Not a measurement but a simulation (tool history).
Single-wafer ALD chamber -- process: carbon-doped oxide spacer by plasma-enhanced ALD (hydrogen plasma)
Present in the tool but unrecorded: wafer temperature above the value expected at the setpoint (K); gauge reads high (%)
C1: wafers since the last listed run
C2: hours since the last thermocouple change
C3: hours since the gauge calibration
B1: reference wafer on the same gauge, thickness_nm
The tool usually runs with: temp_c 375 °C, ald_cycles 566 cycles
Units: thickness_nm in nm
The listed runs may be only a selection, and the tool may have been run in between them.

{"run": 1, "hour": 0.0, "temp_c": 386, "ald_cycles": 566, "C1": 0, "C2": 1843.3, "C3": 193.3, "B1": 24.622, "thickness_nm": 29.05}
{"run": 2, "hour": 13.2, "temp_c": 386, "ald_cycles": 566, "C1": 6, "C2": 1856.5, "C3": 206.5, "B1": 24.606, "thickness_nm": 29.037}
{"run": 3, "hour": 19.6, "temp_c": 386, "ald_cycles": 566, "C1": 3, "C2": 1862.9, "C3": 212.9, "B1": 24.607, "thickness_nm": 28.922}
{"run": 4, "hour": 28.3, "temp_c": 375, "ald_cycles": 566, "C1": 4, "C2": 1871.6, "C3": 221.6, "B1": 24.598, "thickness_nm": 29.041}
{"run": 5, "hour": 40.0, "temp_c": 375, "ald_cycles": 566, "C1": 5, "C2": 1883.3, "C3": 233.3, "B1": 24.56, "thickness_nm": 28.985}
{"run": 6, "hour": 52.3, "temp_c": 370, "ald_cycles": 566, "C1": 6, "C2": 1895.6, "C3": 245.6, "B1": 24.583, "thickness_nm": 29.165}
{"run": 7, "hour": 62.0, "temp_c": 375, "ald_cycles": 566, "C1": 4, "C2": 1905.3, "C3": 255.3, "B1": 24.571, "thickness_nm": 29.143}
{"run": 8, "hour": 72.3, "temp_c": 375, "ald_cycles": 566, "C1": 5, "C2": 1915.6, "C3": 265.6, "B1": 24.616, "thickness_nm": 29.053}
{"run": 9, "hour": 84.0, "temp_c": 375, "ald_cycles": 566, "C1": 5, "C2": 1927.3, "C3": 277.3, "B1": 24.603, "thickness_nm": 29.038}
{"run": 10, "hour": 92.0, "temp_c": 382, "ald_cycles": 566, "C1": 3, "C2": 1935.3, "C3": 285.3, "B1": 24.592, "thickness_nm": 28.971}
{"run": 11, "hour": 103.9, "temp_c": 382, "ald_cycles": 566, "C1": 5, "C2": 1947.2, "C3": 297.2, "B1": 24.609, "thickness_nm": 29.024}
{"run": 12, "hour": 118.2, "temp_c": 382, "ald_cycles": 566, "C1": 6, "C2": 1961.5, "C3": 311.5, "B1": 24.614, "thickness_nm": 28.869}
{"run": 13, "hour": 129.9, "temp_c": 375, "ald_cycles": 598, "C1": 5, "C2": 1973.2, "C3": 323.2, "B1": 24.594, "thickness_nm": 30.672}
{"run": 14, "hour": 143.5, "temp_c": 375, "ald_cycles": 566, "C1": 6, "C2": 1986.8, "C3": 336.8, "B1": 24.591, "thickness_nm": 28.921}
{"run": 15, "hour": 151.0, "temp_c": 375, "ald_cycles": 635, "C1": 3, "C2": 1994.3, "C3": 344.3, "B1": 24.596, "thickness_nm": 32.474}
{"hour": 179.7, "done": "thermocouple changed; heater temperature recalibrated"}
{"run": 16, "hour": 197.2, "temp_c": 375, "ald_cycles": 635, "C1": 18, "C2": 17.5, "C3": 390.5, "B1": 24.623, "thickness_nm": 32.584}
{"run": 17, "hour": 226.1, "temp_c": 375, "ald_cycles": 485, "C1": 14, "C2": 46.4, "C3": 419.4, "B1": 24.577, "thickness_nm": 24.779}
{"hour": 232.8, "done": "gauge calibrated"}
{"run": 18, "hour": 243.8, "temp_c": 375, "ald_cycles": 566, "C1": 8, "C2": 64.1, "C3": 11.0, "B1": 24.602, "thickness_nm": 28.975}
{"run": 19, "hour": 261.4, "temp_c": 375, "ald_cycles": 566, "C1": 8, "C2": 81.7, "C3": 28.6, "B1": 24.616, "thickness_nm": 28.988}
{"run": 20, "hour": 268.5, "temp_c": 375, "ald_cycles": 541, "C1": 3, "C2": 88.8, "C3": 35.7, "B1": 24.593, "thickness_nm": 27.698}
{"run": 21, "hour": 275.7, "temp_c": 375, "ald_cycles": 541, "C1": 3, "C2": 96.0, "C3": 42.9, "B1": 24.573, "thickness_nm": 27.735}
{"run": 22, "hour": 288.1, "temp_c": 375, "ald_cycles": 541, "C1": 6, "C2": 108.4, "C3": 55.3, "B1": 24.613, "thickness_nm": 27.552}
{"run": 23, "hour": 301.6, "temp_c": 368, "ald_cycles": 517, "C1": 6, "C2": 121.9, "C3": 68.8, "B1": 24.579, "thickness_nm": 26.422}
{"run": 24, "hour": 314.8, "temp_c": 363, "ald_cycles": 668, "C1": 6, "C2": 135.1, "C3": 82.0, "B1": 24.589, "thickness_nm": 34.225}
{"run": 25, "hour": 323.6, "temp_c": 375, "ald_cycles": 566, "C1": 4, "C2": 143.9, "C3": 90.8, "B1": 24.626, "thickness_nm": 29.027}
{"run": 26, "hour": 342.3, "temp_c": 366, "ald_cycles": 508, "C1": 9, "C2": 162.6, "C3": 109.5, "B1": 24.602, "thickness_nm": 25.954}
{"run": 27, "hour": 348.8, "temp_c": 375, "ald_cycles": 566, "C1": 3, "C2": 169.1, "C3": 116.0, "B1": 24.611, "thickness_nm": 28.829}
{"run": 28, "hour": 355.7, "temp_c": 383, "ald_cycles": 566, "C1": 3, "C2": 176.0, "C3": 122.9, "B1": 24.606, "thickness_nm": 29.095}
{"run": 29, "hour": 362.7, "temp_c": 383, "ald_cycles": 456, "C1": 3, "C2": 183.0, "C3": 129.9, "B1": 24.615, "thickness_nm": 23.324}
{"run": 30, "hour": 372.5, "temp_c": 387, "ald_cycles": 532, "C1": 4, "C2": 192.8, "C3": 139.7, "B1": 24.613, "thickness_nm": 27.325}
{"run": 31, "hour": 384.0, "temp_c": 365, "ald_cycles": 566, "C1": 5, "C2": 204.3, "C3": 151.2, "B1": 24.599, "thickness_nm": 29.011}
{"run": 32, "hour": 401.6, "temp_c": 375, "ald_cycles": 490, "C1": 8, "C2": 221.9, "C3": 168.8, "B1": 24.623, "thickness_nm": 25.075}
{"run": 33, "hour": 409.9, "temp_c": 368, "ald_cycles": 566, "C1": 4, "C2": 230.2, "C3": 177.1, "B1": 24.6, "thickness_nm": 29.024}
{"run": 34, "hour": 424.5, "temp_c": 380, "ald_cycles": 649, "C1": 7, "C2": 244.8, "C3": 191.7, "B1": 24.617, "thickness_nm": 33.392}
{"run": 35, "hour": 438.1, "temp_c": 375, "ald_cycles": 566, "C1": 6, "C2": 258.4, "C3": 205.3, "B1": 24.598, "thickness_nm": 28.909}
{"run": 36, "hour": 448.6, "temp_c": 368, "ald_cycles": 615, "C1": 5, "C2": 268.9, "C3": 215.8, "B1": 24.621, "thickness_nm": 31.508}
{"run": 37, "hour": 461.0, "temp_c": 361, "ald_cycles": 566, "C1": 6, "C2": 281.3, "C3": 228.2, "B1": 24.601, "thickness_nm": 28.923}
{"run": 38, "hour": 477.2, "temp_c": 365, "ald_cycles": 507, "C1": 7, "C2": 297.5, "C3": 244.4, "B1": 24.593, "thickness_nm": 25.991}
{"run": 39, "hour": 483.7, "temp_c": 388, "ald_cycles": 678, "C1": 3, "C2": 304.0, "C3": 250.9, "B1": 24.588, "thickness_nm": 34.654}
{"run": 40, "hour": 492.8, "temp_c": 367, "ald_cycles": 604, "C1": 4, "C2": 313.1, "C3": 260.0, "B1": 24.594, "thickness_nm": 30.87}
{"run": 41, "hour": 503.4, "temp_c": 370, "ald_cycles": 510, "C1": 5, "C2": 323.7, "C3": 270.6, "B1": 24.608, "thickness_nm": 26.067}
{"run": 42, "hour": 514.8, "temp_c": 365, "ald_cycles": 629, "C1": 5, "C2": 335.1, "C3": 282.0, "B1": 24.607, "thickness_nm": 32.168}
{"run": 43, "hour": 524.5, "temp_c": 375, "ald_cycles": 566, "C1": 4, "C2": 344.8, "C3": 291.7, "B1": 24.613, "thickness_nm": 29.121}
{"run": 44, "hour": 533.0, "temp_c": 375, "ald_cycles": 608, "C1": 4, "C2": 353.3, "C3": 300.2, "B1": 24.576, "thickness_nm": 30.928}
{"run": 45, "hour": 548.5, "temp_c": 375, "ald_cycles": 459, "C1": 7, "C2": 368.8, "C3": 315.7, "B1": 24.612, "thickness_nm": 23.455}
{"run": 46, "hour": 564.0, "temp_c": 375, "ald_cycles": 668, "C1": 7, "C2": 384.3, "C3": 331.2, "B1": 24.625, "thickness_nm": 34.279}
{"run": 47, "hour": 570.6, "temp_c": 375, "ald_cycles": 613, "C1": 3, "C2": 390.9, "C3": 337.8, "B1": 24.615, "thickness_nm": 31.32}

Branching from run 47: 4 alternative next runs. What would each branch give?
{"run": "A", "hour": 571.9, "temp_c": 375, "ald_cycles": 669, "C1": 0, "C2": 392.2, "C3": 339.1, "B1": "?", "thickness_nm": "?"}
{"run": "B", "hour": 571.9, "temp_c": 360, "ald_cycles": 566, "C1": 0, "C2": 392.2, "C3": 339.1, "B1": "?", "thickness_nm": "?"}
{"run": "C", "hour": 571.9, "temp_c": 369, "ald_cycles": 503, "C1": 0, "C2": 392.2, "C3": 339.1, "B1": "?", "thickness_nm": "?"}
{"run": "D", "hour": 571.9, "temp_c": 371, "ald_cycles": 479, "C1": 0, "C2": 392.2, "C3": 339.1, "B1": "?", "thickness_nm": "?"}

run=A B1=24.618 thickness_nm=34.318
run=B B1=24.618 thickness_nm=29.034
run=C B1=24.618 thickness_nm=25.803
run=D B1=24.618 thickness_nm=24.572
Take away the tool's hidden state, keep each run's random variation, and the runs would have read:
run=A thickness_nm=34.318
run=B thickness_nm=29.034
run=C thickness_nm=25.803
run=D thickness_nm=24.572
